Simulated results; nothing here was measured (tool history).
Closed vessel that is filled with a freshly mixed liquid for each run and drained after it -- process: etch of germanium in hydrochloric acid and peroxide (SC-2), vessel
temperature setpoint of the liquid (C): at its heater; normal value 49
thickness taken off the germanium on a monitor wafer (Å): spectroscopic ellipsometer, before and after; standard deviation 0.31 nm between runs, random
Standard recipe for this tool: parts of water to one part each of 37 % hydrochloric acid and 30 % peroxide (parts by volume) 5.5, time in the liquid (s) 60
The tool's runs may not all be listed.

run   hour  temperature setpoint of the liquid (C)  parts of water to one part each of 37 % hydrochloric acid and 30 % peroxide (parts by volume)  time in the liquid (s)  read-back film thickness of the germanium reference wafer, read on the same gauge (nm)  thickness taken off the germanium on a monitor wafer (Å)
  1      0                                      49                                                                                            5.5                      60                                                                                     100                                                    1533.1
  2   29.9                                      49                                                                                            5.5                      60                                                                                  100.01                                                    1538.2
  3     46                                      49                                                                                            5.5                      60                                                                                  100.01                                                      1535
  4   81.8                                      49                                                                                            5.5                      60                                                                                   99.99                                                      1528
  5   95.7                                    53.5                                                                                            7.5                      60                                                                                   99.99                                                      1738
  6  111.1                                      49                                                                                            5.5                      60                                                                                   99.97                                                    1530.9
  7  142.8                                      45                                                                                              4                      60                                                                                     100                                                    1348.8
  8  163.5                                    43.5                                                                                            5.5                      70                                                                                     100                                                    1485.2
  9  184.4                                      43                                                                                              7                      40                                                                                     100                                                     827.9
     204.1  -- chemicals flow meter replaced
 10  216.3                                      54                                                                                            5.5                      40                                                                                  100.01                                                    1196.8
 11  242.9                                      49                                                                                            5.5                      60                                                                                     100                                                    1526.4
 12    267                                      49                                                                                            5.5                      60                                                                                  100.01                                                    1533.6
 13  302.9                                      56                                                                                            7.5                      35                                                                                  100.03                                                    1097.2
     306.2  -- thermometer replaced
 14  325.8                                      49                                                                                            5.5                      60                                                                                     100                                                    1543.9
 15  338.1                                      49                                                                                            5.5                      60                                                                                   99.99                                                    1542.2
 16  359.1                                    41.5                                                                                            5.5                      60                                                                                  100.01                                                      1199
 17  388.6                                      49                                                                                              4                      35                                                                                  100.01                                                     905.9
 18  411.8                                      49                                                                                            4.5                      50                                                                                     100                                                    1291.1
 19  424.5                                      44                                                                                            5.5                      90                                                                                   99.99                                                    1960.7
 20  441.8                                      49                                                                                            5.5                      30                                                                                     100                                                     770.7
 21  476.6                                    52.5                                                                                            4.5                      60                                                                                  100.01                                                      1735
 22  511.1                                      49                                                                                            8.5                      35                                                                                  100.01                                                     883.3
 23  528.7                                      54                                                                                            5.5                      60                                                                                  100.03                                                      1806
     548.8  -- gauge calibrated
 24  580.3                                    57.5                                                                                              7                      90                                                                                     100                                                    2990.3
 25    609                                      56                                                                                            5.5                      45                                                                                   99.99                                                    1448.5
 26  642.5                                      43                                                                                            4.5                      30                                                                                   99.99                                                     632.1
 27  675.2                                      49                                                                                            5.5                      60                                                                                   99.98                                                      1538
 28    695                                    56.5                                                                                              8                      60                                                                                     100                                                    1917.5
 29  762.2                                      49                                                                                            5.5                      60                                                                                  100.01                                                    1536.4
 30  834.3                                      49                                                                                            5.5                      60                                                                                  100.02                                                    1542.9

Same runs, no hidden state in the tool, same run-to-run variation:
The hidden state here: liquid colder than its thermometer reads (K); chemicals flow above the setpoint (%); peroxide weaker than its label (%); gauge reads high (%).
run  thickness taken off the germanium on a monitor wafer (Å)
  1                                                    1545.6
  2                                                    1550.7
  3                                                    1547.9
  4                                                    1540.9
  5                                                    1752.6
  6                                                    1544.3
  7                                                    1361.5
  8                                                    1499.2
  9                                                       836
 10                                                    1207.7
 11                                                    1541.3
 12                                                      1549
 13                                                    1107.7
 14                                                    1544.9
 15                                                    1543.2
 16                                                    1199.8
 17                                                     906.8
 18                                                    1292.4
 19                                                    1963.3
 20                                                     771.6
 21                                                    1737.7
 22                                                       885
 23                                                    1809.4
 24                                                    2996.7
 25                                                    1452.1
 26                                                       634
 27                                                    1542.5
 28                                                    1923.3
 29                                                    1541.9
 30                                                    1549.5

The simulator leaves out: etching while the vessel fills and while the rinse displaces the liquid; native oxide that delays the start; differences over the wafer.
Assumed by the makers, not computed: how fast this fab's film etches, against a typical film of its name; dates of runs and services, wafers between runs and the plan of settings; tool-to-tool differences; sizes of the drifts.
